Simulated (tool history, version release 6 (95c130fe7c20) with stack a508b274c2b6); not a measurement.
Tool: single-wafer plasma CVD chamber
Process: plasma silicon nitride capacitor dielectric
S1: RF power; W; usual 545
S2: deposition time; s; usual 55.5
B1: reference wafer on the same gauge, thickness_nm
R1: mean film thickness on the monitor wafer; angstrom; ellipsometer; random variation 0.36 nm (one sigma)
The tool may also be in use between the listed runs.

Run 1, hour 0: usual settings; B1 77.833. Result: R1 922.52 angstrom.
Run 2, hour 77.4: usual settings; B1 77.8. Result: R1 922.46 angstrom.
Run 3, hour 157.8: usual settings; B1 77.826. Result: R1 923.43 angstrom.
Run 4, hour 205.2: usual settings but S1 510 W, S2 62.1 s; B1 77.873. Result: R1 1017.53 angstrom.
Run 5, hour 312.5: usual settings; B1 77.795. Result: R1 925.33 angstrom.
Run 6, hour 416.2: usual settings; B1 77.76. Result: R1 922.29 angstrom.
Run 7, hour 457: usual settings; B1 77.815. Result: R1 924.59 angstrom.
Run 8, hour 510.1: usual settings; B1 77.769. Result: R1 922.85 angstrom.
Run 9, hour 587: usual settings but S2 62.7 s; B1 77.829. Result: R1 1040.5 angstrom.
At hour 671.9: showerhead replaced.
Run 10, hour 675.4: usual settings but S2 62.7 s; B1 77.862. Result: R1 1035.91 angstrom.
Run 11, hour 716: usual settings but S2 62.7 s; B1 77.897. Result: R1 1031.24 angstrom.
At hour 780.2: gauge calibrated.
Run 12, hour 781.2: usual settings; B1 77.82. Result: R1 918.31 angstrom.
Run 13, hour 829.9: usual settings; B1 77.834. Result: R1 919.54 angstrom.
Run 14, hour 897.9: usual settings but S1 470 W, S2 44.6 s; B1 77.83. Result: R1 713.72 angstrom.
Run 15, hour 971.9: usual settings but S1 475 W, S2 44.7 s; B1 77.837. Result: R1 712.75 angstrom.
At hour 1128.2: RF generator calibrated.
Run 16, hour 1223: usual settings; B1 77.764. Result: R1 924.83 angstrom.
Run 17, hour 1304: usual settings but S1 515 W; B1 77.771. Result: R1 913.81 angstrom.
Run 18, hour 1396.1: usual settings but S1 455 W, S2 45.5 s; B1 77.81. Result: R1 731.98 angstrom.
Run 19, hour 1487.5: usual settings but S2 63.5 s; B1 77.82. Result: R1 1066.21 angstrom.
Run 20, hour 1546.4: usual settings but S1 590 W, S2 60.5 s; B1 77.818. Result: R1 1028.32 angstrom.
Run 21, hour 1617: usual settings but S1 590 W, S2 66.3 s; B1 77.819. Result: R1 1132.24 angstrom.
Run 22, hour 1693.2: usual settings; B1 77.829. Result: R1 931.77 angstrom.
Run 23, hour 1764.3: usual settings but S1 480 W, S2 51.4 s; B1 77.744. Result: R1 838.49 angstrom.
Run 24, hour 1957.6: usual settings but S1 610 W, S2 50.4 s; B1 77.752. Result: R1 862.04 angstrom.
Run 25, hour 2013.8: usual settings but S1 625 W, S2 59.8 s; B1 77.77. Result: R1 1032.68 angstrom.
Run 26, hour 2135.7: usual settings; B1 77.756. Result: R1 927.79 angstrom.
Run 27, hour 2205.1: usual settings but S1 575 W, S2 49.5 s; B1 77.834. Result: R1 836.26 angstrom.

Forecast each of these 3 alternatives for the next run:
Run A, hour 2205.5: usual settings; B1 ?. Result: R1 ?.
Run B, hour 2205.5: usual settings but S1 505 W, S2 47.5 s; B1 ?. Result: R1 ?.
Run C, hour 2205.5: usual settings but S1 650 W; B1 ?. Result: R1 ?.

run      B1      R1
  A  77.757  919.16
  B  77.757  772.93
  C  77.757  958.47
Without the tool's hidden state the same runs would have given:
run      R1
  A  924.26
  B  777.21
  C  963.77
